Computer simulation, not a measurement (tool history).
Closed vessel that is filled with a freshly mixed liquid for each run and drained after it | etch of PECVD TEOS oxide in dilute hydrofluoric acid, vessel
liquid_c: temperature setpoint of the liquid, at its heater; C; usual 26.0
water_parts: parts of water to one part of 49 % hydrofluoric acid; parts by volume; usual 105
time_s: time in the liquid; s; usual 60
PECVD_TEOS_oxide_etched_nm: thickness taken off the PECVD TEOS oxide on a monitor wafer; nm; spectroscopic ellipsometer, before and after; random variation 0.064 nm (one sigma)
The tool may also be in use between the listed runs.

run    hour  liquid_c  water_parts  time_s  read-back film thickness of the PECVD TEOS oxide reference wafer, read on the same gauge (nm)  PECVD_TEOS_oxide_etched_nm
  1     0.0      26.0          105      60                                                                                          60.01                       17.68
  2    25.1      27.5          105      65                                                                                          59.99                       20.32
  3    50.6      27.5          105      65                                                                                          59.99                       20.45
  4    75.4      26.0          105      35                                                                                          60.00                       10.38
       77.8  -- gauge calibrated
  5   115.6      26.0          105      35                                                                                          60.02                       10.42
  6   180.9      26.0          105      35                                                                                          60.05                       10.49
  7   208.0      26.0          105      45                                                                                          60.01                       13.40
  8   234.5      26.0          105      60                                                                                          60.01                       17.93
  9   284.2      26.0          105      60                                                                                          59.95                       17.96
      328.3  -- thermometer replaced
 10   348.4      29.5          105      80                                                                                          60.02                       26.14
 11   390.3      26.0          105      60                                                                                          60.04                       17.04
 12   426.1      28.0          120      30                                                                                          59.97                        7.99
 13   490.6      24.0          125      30                                                                                          60.05                        6.53
 14   545.3      26.0          105      60                                                                                          60.03                       17.22
 15   592.5      28.5          105      70                                                                                          60.05                       22.22
 16   637.7      26.0          125      40                                                                                          60.01                        9.56
 17   703.0      27.5           75      60                                                                                          59.99                       26.92
 18   766.5      27.5           75      60                                                                                          59.98                       27.09
 19   805.8      26.0          105      90                                                                                          60.00                       26.28
      834.7  -- hydrofluoric acid flow meter replaced
 20   851.0      23.5          105      60                                                                                          59.99                       16.04
 21   922.0      26.0          105      35                                                                                          59.98                       10.26
 22   990.1      22.5           80      60                                                                                          59.97                       20.94
 23  1025.7      23.0          105      60                                                                                          60.02                       15.83
     1134.4  -- thermometer replaced
 24  1227.2      22.5          105      75                                                                                          60.00                       18.80
 25  1293.4      28.5          140      60                                                                                          60.06                       13.66
 26  1346.8      24.0          150      35                                                                                          60.01                        6.25
 27  1376.8      26.0          105      30                                                                                          60.01                        8.71
 28  1442.6      24.0           60      60                                                                                          59.96                       30.00
 29  1509.3      24.0          105      60                                                                                          59.98                       16.21
 30  1564.0      27.5           70      30                                                                                          60.05                       14.79
 31  1632.3      30.5          135      30                                                                                          59.99                        7.79
 32  1659.0      27.5          105      50                                                                                          60.01                       15.66

Forecast each of these 5 alternatives for the next run:
  A  1659.7      26.0          105      60                                                                                              ?                           ?
  B  1659.7      29.5           80      35                                                                                              ?                           ?
  C  1659.7      21.5          105      60                                                                                              ?                           ?
  D  1659.7      22.0          140      60                                                                                              ?                           ?
  E  1659.7      28.5           55      60                                                                                              ?                           ?

run  read-back film thickness of the PECVD TEOS oxide reference wafer, read on the same gauge (nm)  PECVD_TEOS_oxide_etched_nm
  A                                                                                          59.99                       17.79
  B                                                                                          59.99                       16.12
  C                                                                                          59.99                       14.91
  D                                                                                          59.99                       10.96
  E                                                                                          59.99                       40.14
Without the tool's hidden state the same runs would have given:
run  PECVD_TEOS_oxide_etched_nm
  A                       17.16
  B                       15.55
  C                       14.36
  D                       10.56
  E                       38.68
